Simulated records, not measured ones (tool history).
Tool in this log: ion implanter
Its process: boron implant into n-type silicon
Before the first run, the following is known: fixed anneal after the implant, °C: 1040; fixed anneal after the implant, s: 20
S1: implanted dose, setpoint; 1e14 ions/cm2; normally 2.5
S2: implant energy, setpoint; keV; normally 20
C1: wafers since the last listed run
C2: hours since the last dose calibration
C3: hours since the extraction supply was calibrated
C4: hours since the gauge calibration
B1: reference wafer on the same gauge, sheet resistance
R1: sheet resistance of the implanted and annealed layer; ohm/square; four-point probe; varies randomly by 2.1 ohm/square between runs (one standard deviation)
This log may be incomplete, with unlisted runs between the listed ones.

run 1 hour=0 | S1=2.5 S2=22 | C1=0 C2=729.8 C3=2433.7 C4=17.5 | B1=406.23 | R1=381.75
run 2 hour=37.2 | S1=2.5 S2=22 | C1=612 C2=767 C3=2470.9 C4=54.7 | B1=405.78 | R1=386.39
run 3 hour=118.4 | S1=2.5 S2=22 | C1=1337 C2=848.2 C3=2552.1 C4=135.9 | B1=406.03 | R1=383.81
run 4 hour=179.3 | S1=2.5 S2=20 | C1=1002 C2=909.1 C3=2613 C4=196.8 | B1=406.01 | R1=388.31
run 5 hour=226.9 | S1=2.5 S2=20 | C1=783 C2=956.7 C3=2660.6 C4=244.4 | B1=405.84 | R1=390.01
run 6 hour=264.8 | S1=2.5 S2=20 | C1=624 C2=994.6 C3=2698.5 C4=282.3 | B1=406.2 | R1=386.28
run 7 hour=310.4 | S1=2.5 S2=20 | C1=750 C2=1040.2 C3=2744.1 C4=327.9 | B1=405.81 | R1=390.73
run 8 hour=367 | S1=2.84 S2=20 | C1=932 C2=1096.8 C3=2800.7 C4=384.5 | B1=406.17 | R1=352.37
run 9 hour=453.6 | S1=2.84 S2=20 | C1=1426 C2=1183.4 C3=2887.3 C4=471.1 | B1=406.13 | R1=348.19
run 10 hour=511.3 | S1=2.84 S2=20 | C1=950 C2=1241.1 C3=2945 C4=528.8 | B1=406.48 | R1=354.4
run 11 hour=582.5 | S1=2.5 S2=20 | C1=1172 C2=1312.3 C3=3016.2 C4=600 | B1=406.19 | R1=396.11
run 12 hour=628.8 | S1=2.5 S2=18.5 | C1=762 C2=1358.6 C3=3062.5 C4=646.3 | B1=405.89 | R1=399.68
-- hour=645.8 Faraday cup replaced and dose calibrated
run 13 hour=722.7 | S1=2.5 S2=20 | C1=1414 C2=76.9 C3=3156.4 C4=740.2 | B1=405.72 | R1=376.34
run 14 hour=821.1 | S1=2.5 S2=20 | C1=1620 C2=175.3 C3=3254.8 C4=838.6 | B1=406.15 | R1=381.38
run 15 hour=896.3 | S1=2.75 S2=24 | C1=1238 C2=250.5 C3=3330 C4=913.8 | B1=405.52 | R1=344.19
run 16 hour=962.8 | S1=2.09 S2=23.5 | C1=1095 C2=317 C3=3396.5 C4=980.3 | B1=406.01 | R1=432.16
-- hour=1014.2 extraction supply calibrated
run 17 hour=1038.5 | S1=2.87 S2=20 | C1=1114 C2=392.7 C3=24.3 C4=1056 | B1=406.02 | R1=341.38
run 18 hour=1077.5 | S1=2.5 S2=16 | C1=642 C2=431.7 C3=63.3 C4=1095 | B1=406.12 | R1=391.63
run 19 hour=1114.1 | S1=2.7 S2=13.5 | C1=602 C2=468.3 C3=99.9 C4=1131.6 | B1=405.89 | R1=375.36
run 20 hour=1186.7 | S1=2.5 S2=20 | C1=1195 C2=540.9 C3=172.5 C4=1204.2 | B1=406.35 | R1=384.31
run 21 hour=1282.6 | S1=2.07 S2=24 | C1=1579 C2=636.8 C3=268.4 C4=1300.1 | B1=405.85 | R1=442.43
-- hour=1329.5 gauge calibrated
run 22 hour=1387.5 | S1=2.82 S2=16 | C1=1727 C2=741.7 C3=373.3 C4=58 | B1=405.76 | R1=354.82
run 23 hour=1468.8 | S1=2.5 S2=20 | C1=1338 C2=823 C3=454.6 C4=139.3 | B1=406.07 | R1=389.68
run 24 hour=1545.6 | S1=2.5 S2=20 | C1=1264 C2=899.8 C3=531.4 C4=216.1 | B1=406.26 | R1=385.22
run 25 hour=1589.9 | S1=2.5 S2=20 | C1=729 C2=944.1 C3=575.7 C4=260.4 | B1=406.39 | R1=387.75
run 26 hour=1635.3 | S1=2.15 S2=23.5 | C1=747 C2=989.5 C3=621.1 C4=305.8 | B1=406.33 | R1=431.07
run 27 hour=1711.9 | S1=2.84 S2=24 | C1=1261 C2=1066.1 C3=697.7 C4=382.4 | B1=406.05 | R1=345.92
run 28 hour=1792.5 | S1=2.84 S2=20 | C1=1327 C2=1146.7 C3=778.3 C4=463 | B1=406.15 | R1=354
run 29 hour=1835.5 | S1=2.5 S2=22 | C1=708 C2=1189.7 C3=821.3 C4=506 | B1=406.07 | R1=388.82
run 30 hour=1871.9 | S1=3.2 S2=15 | C1=599 C2=1226.1 C3=857.7 C4=542.4 | B1=405.85 | R1=330.12

Consider 5 possible next runs. They are alternatives, not a sequence: every one starts from the tool as it was left by run 30. What does each give?
run A hour=1872.3 | S1=3.08 S2=20 | C1=6 C2=1226.5 C3=858.1 C4=542.8 | B1=? | R1=?
run B hour=1872.3 | S1=2.85 S2=27 | C1=6 C2=1226.5 C3=858.1 C4=542.8 | B1=? | R1=?
run C hour=1872.3 | S1=2.18 S2=25.5 | C1=6 C2=1226.5 C3=858.1 C4=542.8 | B1=? | R1=?
run D hour=1872.3 | S1=1.9 S2=20 | C1=6 C2=1226.5 C3=858.1 C4=542.8 | B1=? | R1=?
run E hour=1872.3 | S1=2.27 S2=23.5 | C1=6 C2=1226.5 C3=858.1 C4=542.8 | B1=? | R1=?

run=A B1=405.91 R1=334.37
run=B B1=405.91 R1=344.99
run=C B1=405.91 R1=431.26
run=D B1=405.91 R1=496.93
run=E B1=405.91 R1=421.5
Stripped of hidden state, with their random variation kept, the same runs would have yielded:
run=A R1=320.86
run=B R1=331.13
run=C R1=414.11
run=D R1=476.92
run=E R1=404.59

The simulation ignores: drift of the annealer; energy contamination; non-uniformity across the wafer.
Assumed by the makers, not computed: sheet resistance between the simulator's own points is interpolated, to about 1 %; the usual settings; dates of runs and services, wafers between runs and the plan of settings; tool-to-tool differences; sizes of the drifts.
